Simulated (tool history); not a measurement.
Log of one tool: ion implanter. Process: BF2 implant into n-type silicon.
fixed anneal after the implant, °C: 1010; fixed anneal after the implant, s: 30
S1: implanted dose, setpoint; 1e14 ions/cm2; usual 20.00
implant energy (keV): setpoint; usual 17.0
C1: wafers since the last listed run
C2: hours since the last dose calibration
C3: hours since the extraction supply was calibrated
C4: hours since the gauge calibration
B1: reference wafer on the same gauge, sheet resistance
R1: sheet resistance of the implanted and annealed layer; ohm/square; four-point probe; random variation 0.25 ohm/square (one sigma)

{"run": 1, "hour": 0.0, "S1": 18.8, "implant energy (keV)": 17.0, "C1": 0, "C2": 1369.5, "C3": 1416.1, "C4": 583.4, "B1": 157.92, "R1": 168.71}
{"run": 2, "hour": 45.1, "S1": 20.0, "implant energy (keV)": 17.0, "C1": 1753, "C2": 1414.6, "C3": 1461.2, "C4": 628.5, "B1": 157.75, "R1": 167.9}
{"run": 3, "hour": 80.2, "S1": 20.0, "implant energy (keV)": 17.0, "C1": 1364, "C2": 1449.7, "C3": 1496.3, "C4": 663.6, "B1": 157.58, "R1": 168.21}
{"run": 4, "hour": 102.4, "S1": 20.0, "implant energy (keV)": 17.0, "C1": 863, "C2": 1471.9, "C3": 1518.5, "C4": 685.8, "B1": 157.6, "R1": 167.83}
{"run": 5, "hour": 128.5, "S1": 20.0, "implant energy (keV)": 17.0, "C1": 1014, "C2": 1498.0, "C3": 1544.6, "C4": 711.9, "B1": 157.46, "R1": 167.57}
{"run": 6, "hour": 163.0, "S1": 20.0, "implant energy (keV)": 17.0, "C1": 1341, "C2": 1532.5, "C3": 1579.1, "C4": 746.4, "B1": 157.26, "R1": 167.9}
{"run": 7, "hour": 192.6, "S1": 20.0, "implant energy (keV)": 17.0, "C1": 1151, "C2": 1562.1, "C3": 1608.7, "C4": 776.0, "B1": 157.09, "R1": 167.93}
{"run": 8, "hour": 213.3, "S1": 20.0, "implant energy (keV)": 20.5, "C1": 804, "C2": 1582.8, "C3": 1629.4, "C4": 796.7, "B1": 157.13, "R1": 156.74}
{"run": 9, "hour": 241.2, "S1": 20.0, "implant energy (keV)": 17.0, "C1": 1084, "C2": 1610.7, "C3": 1657.3, "C4": 824.6, "B1": 157.0, "R1": 167.57}
{"run": 10, "hour": 276.6, "S1": 20.0, "implant energy (keV)": 17.0, "C1": 1376, "C2": 1646.1, "C3": 1692.7, "C4": 860.0, "B1": 156.8, "R1": 167.0}
{"run": 11, "hour": 294.6, "S1": 17.38, "implant energy (keV)": 19.5, "C1": 699, "C2": 1664.1, "C3": 1710.7, "C4": 878.0, "B1": 156.59, "R1": 161.61}
{"hour": 364.8, "done": "gauge calibrated"}
{"run": 12, "hour": 395.0, "S1": 17.38, "implant energy (keV)": 19.5, "C1": 3904, "C2": 1764.5, "C3": 1811.1, "C4": 30.2, "B1": 158.92, "R1": 163.31}
{"hour": 405.4, "done": "Faraday cup replaced and dose calibrated"}
{"run": 13, "hour": 424.7, "S1": 20.0, "implant energy (keV)": 20.0, "C1": 843, "C2": 19.3, "C3": 1840.8, "C4": 59.9, "B1": 158.8, "R1": 159.64}
{"run": 14, "hour": 451.0, "S1": 20.0, "implant energy (keV)": 20.0, "C1": 1022, "C2": 45.6, "C3": 1867.1, "C4": 86.2, "B1": 158.81, "R1": 159.85}
{"run": 15, "hour": 477.1, "S1": 21.71, "implant energy (keV)": 19.0, "C1": 1014, "C2": 71.7, "C3": 1893.2, "C4": 112.3, "B1": 158.85, "R1": 161.94}
{"run": 16, "hour": 494.0, "S1": 20.0, "implant energy (keV)": 18.5, "C1": 657, "C2": 88.6, "C3": 1910.1, "C4": 129.2, "B1": 158.8, "R1": 164.35}
{"run": 17, "hour": 508.4, "S1": 20.0, "implant energy (keV)": 17.0, "C1": 559, "C2": 103.0, "C3": 1924.5, "C4": 143.6, "B1": 158.7, "R1": 169.36}
{"run": 18, "hour": 521.1, "S1": 20.0, "implant energy (keV)": 17.0, "C1": 493, "C2": 115.7, "C3": 1937.2, "C4": 156.3, "B1": 158.77, "R1": 169.17}
{"run": 19, "hour": 551.2, "S1": 20.0, "implant energy (keV)": 19.5, "C1": 1170, "C2": 145.8, "C3": 1967.3, "C4": 186.4, "B1": 158.86, "R1": 161.46}
{"run": 20, "hour": 576.7, "S1": 20.0, "implant energy (keV)": 17.0, "C1": 991, "C2": 171.3, "C3": 1992.8, "C4": 211.9, "B1": 158.7, "R1": 169.58}
{"run": 21, "hour": 608.2, "S1": 23.32, "implant energy (keV)": 12.0, "C1": 1224, "C2": 202.8, "C3": 2024.3, "C4": 243.4, "B1": 158.65, "R1": 187.44}
{"hour": 618.1, "done": "extraction supply calibrated"}
{"run": 22, "hour": 635.5, "S1": 15.24, "implant energy (keV)": 13.5, "C1": 750, "C2": 230.1, "C3": 17.4, "C4": 270.7, "B1": 158.63, "R1": 186.26}
{"run": 23, "hour": 666.6, "S1": 20.0, "implant energy (keV)": 17.0, "C1": 1209, "C2": 261.2, "C3": 48.5, "C4": 301.8, "B1": 158.44, "R1": 169.25}
{"run": 24, "hour": 686.8, "S1": 14.21, "implant energy (keV)": 17.0, "C1": 785, "C2": 281.4, "C3": 68.7, "C4": 322.0, "B1": 158.5, "R1": 176.59}
{"run": 25, "hour": 709.0, "S1": 23.91, "implant energy (keV)": 20.5, "C1": 863, "C2": 303.6, "C3": 90.9, "C4": 344.2, "B1": 158.49, "R1": 157.07}
{"run": 26, "hour": 738.3, "S1": 20.0, "implant energy (keV)": 17.0, "C1": 1139, "C2": 332.9, "C3": 120.2, "C4": 373.5, "B1": 158.34, "R1": 168.76}
{"run": 27, "hour": 750.8, "S1": 20.0, "implant energy (keV)": 17.0, "C1": 486, "C2": 345.4, "C3": 132.7, "C4": 386.0, "B1": 158.57, "R1": 168.94}
{"run": 28, "hour": 776.7, "S1": 17.19, "implant energy (keV)": 19.5, "C1": 1007, "C2": 371.3, "C3": 158.6, "C4": 411.9, "B1": 158.36, "R1": 163.41}

Hidden state or all else? Some run-to-run changes of R1, split into what the settings, what came in and random variation would give without the hidden state, and what is left for the hidden state (with any gauge scatter that isn't in both results):
The hidden state here: deviation of the true dose from the Faraday cup's reading, %; deviation of the true energy from its setpoint, %; gauge reads high (%).
Run 8 -> 9: implant energy (keV) 20.5 -> 17.0. R1 +10.83 ohm/square: hidden state -0.27, all else +11.10.
Run 11 -> 12: gauge calibrated. R1 +1.70 ohm/square: hidden state +2.17, all else -0.47.
Run 20 -> 21: S1 20.00 -> 23.32, implant energy (keV) 17.0 -> 12.0. R1 +17.86 ohm/square: hidden state -0.08, all else +17.94.
Run 24 -> 25: S1 14.21 -> 23.91, implant energy (keV) 17.0 -> 20.5. R1 -19.52 ohm/square: hidden state +0.02, all else -19.54.
